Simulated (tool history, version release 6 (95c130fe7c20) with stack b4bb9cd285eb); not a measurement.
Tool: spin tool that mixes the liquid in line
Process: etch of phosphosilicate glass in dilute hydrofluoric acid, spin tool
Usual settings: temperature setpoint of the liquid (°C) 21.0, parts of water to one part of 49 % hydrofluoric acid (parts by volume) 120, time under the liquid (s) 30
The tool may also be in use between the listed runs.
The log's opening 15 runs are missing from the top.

| run | day | temperature setpoint of the liquid (°C) | parts of water to one part of 49 % hydrofluoric acid (parts by volume) | time under the liquid (s) | read-back film thickness of the phosphosilicate glass reference wafer, read on the same gauge (nm) | thickness taken off the phosphosilicate glass on a monitor wafer (nm) |
|---|---|---|---|---|---|---|
| 16 | 34.233 | 21.0 | 120 | 30 | 90.03 | 18.17 |
|  | 38.846 | hydrofluoric acid flow meter replaced |
| 17 | 39.667 | 17.0 | 65 | 30 | 90.01 | 30.24 |
| 18 | 41.171 | 19.0 | 120 | 30 | 90.00 | 16.88 |
| 19 | 43.329 | 21.0 | 140 | 45 | 89.98 | 23.00 |
|  | 45.742 | thermometer replaced |
| 20 | 49.138 | 21.0 | 120 | 30 | 89.99 | 17.39 |
| 21 | 51.546 | 21.0 | 175 | 50 | 90.01 | 18.56 |
| 22 | 54.338 | 21.0 | 120 | 30 | 90.01 | 17.05 |
| 23 | 55.788 | 18.0 | 150 | 15 | 89.99 | 5.93 |
| 24 | 57.638 | 21.0 | 100 | 30 | 89.99 | 21.15 |
| 25 | 64.088 | 23.0 | 135 | 45 | 89.99 | 24.46 |
| 26 | 65.338 | 24.0 | 70 | 45 | 89.99 | 53.30 |
| 27 | 67.821 | 24.5 | 70 | 15 | 90.02 | 17.82 |
|  | 68.517 | thermometer replaced, repeated, since the last time left the tool worse |
| 28 | 70.146 | 21.0 | 120 | 30 | 89.98 | 19.50 |
| 29 | 72.254 | 21.0 | 120 | 40 | 89.97 | 25.69 |
| 30 | 73.988 | 24.0 | 70 | 45 | 89.99 | 59.64 |
| 31 | 75.054 | 25.5 | 120 | 45 | 90.00 | 34.80 |

5 options for the next run, each taken on its own from the tool as it stands now. Forecast them:
| A | 75.071 | 21.0 | 120 | 30 | ? | ? |
| B | 75.071 | 21.0 | 65 | 50 | ? | ? |
| C | 75.071 | 21.0 | 120 | 15 | ? | ? |
| D | 75.071 | 25.5 | 120 | 30 | ? | ? |
| E | 75.071 | 19.0 | 120 | 15 | ? | ? |

| run | read-back film thickness of the phosphosilicate glass reference wafer, read on the same gauge (nm) | thickness taken off the phosphosilicate glass on a monitor wafer (nm) |
|---|---|---|
| A | 89.99 | 19.30 |
| B | 89.99 | 63.25 |
| C | 89.99 | 9.65 |
| D | 89.99 | 23.04 |
| E | 89.99 | 8.89 |
Stripped of hidden state, with their random variation kept, the same runs would have yielded:
| run | thickness taken off the phosphosilicate glass on a monitor wafer (nm) |
|---|---|
| A | 19.51 |
| B | 63.97 |
| C | 9.75 |
| D | 23.28 |
| E | 8.99 |

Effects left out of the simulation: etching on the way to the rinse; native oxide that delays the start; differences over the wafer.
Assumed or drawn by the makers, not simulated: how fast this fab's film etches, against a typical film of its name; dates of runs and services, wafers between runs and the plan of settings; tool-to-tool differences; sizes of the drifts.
